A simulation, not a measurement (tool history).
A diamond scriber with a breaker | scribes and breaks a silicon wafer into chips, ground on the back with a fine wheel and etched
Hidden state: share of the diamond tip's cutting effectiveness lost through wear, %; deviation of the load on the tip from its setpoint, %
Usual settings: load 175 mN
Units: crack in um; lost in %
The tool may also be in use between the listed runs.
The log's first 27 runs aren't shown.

| run | hour | load | wafers since the last listed run | hours since the diamond tip was replaced | hours since the load on the tip was calibrated | incoming depth of the damage left on the back of the incoming wafer, um | crack | lost |
|---|---|---|---|---|---|---|---|---|
| 28 | 1799.3 | 175 | 259 | 203.4 | 556.5 | 0.33 | 9.43 | 1.44 |
| 29 | 1899.5 | 153 | 545 | 303.6 | 656.7 | 0.56 | 8.18 | 6.83 |
| 30 | 1954.4 | 128 | 298 | 358.5 | 711.6 | 0.78 | 6.73 | 21.5 |
| 31 | 2034.2 | 130 | 434 | 438.3 | 791.4 | 0.56 | 6.86 | 22.17 |
| 32 | 2127.8 | 129 | 509 | 531.9 | 885 | 0.35 | 6.86 | 21.75 |
| 33 | 2194.9 | 175 | 365 | 599 | 952.1 | 0.72 | 9.4 | 1.5 |
| 34 | 2238.2 | 222 | 235 | 642.3 | 995.4 | 0.72 | 11.51 | 7.21 |
|  | 2247.3 | diamond tip replaced by a new one |
| 35 | 2322.6 | 211 | 448 | 75.3 | 1079.8 | 0.55 | 11.99 | 9.47 |
| 36 | 2377.8 | 195 | 300 | 130.5 | 1135 | 0.74 | 10.89 | 4.61 |
| 37 | 2460.3 | 175 | 448 | 213 | 1217.5 | 0.41 | 9.64 | 1.41 |
|  | 2501.8 | load on the tip recalibrated |
| 38 | 2502.3 | 194 | 217 | 255 | 0.5 | 0.45 | 9.53 | 1.44 |
| 39 | 2577.3 | 205 | 408 | 330 | 75.5 | 0.4 | 10.31 | 2.14 |
| 40 | 2616.3 | 225 | 212 | 369 | 114.5 | 0.65 | 11.13 | 5.31 |

The next listed run, before its measurement:
| 41 | 2795.7 | 175 | 976 | 548.4 | 293.9 | 0.77 | ? | ? |

{"run 41": {"crack": 9.06, "lost": 2.23}}
Without the tool's hidden state the same run would have given crack 9.69 um, lost 1.36 %.
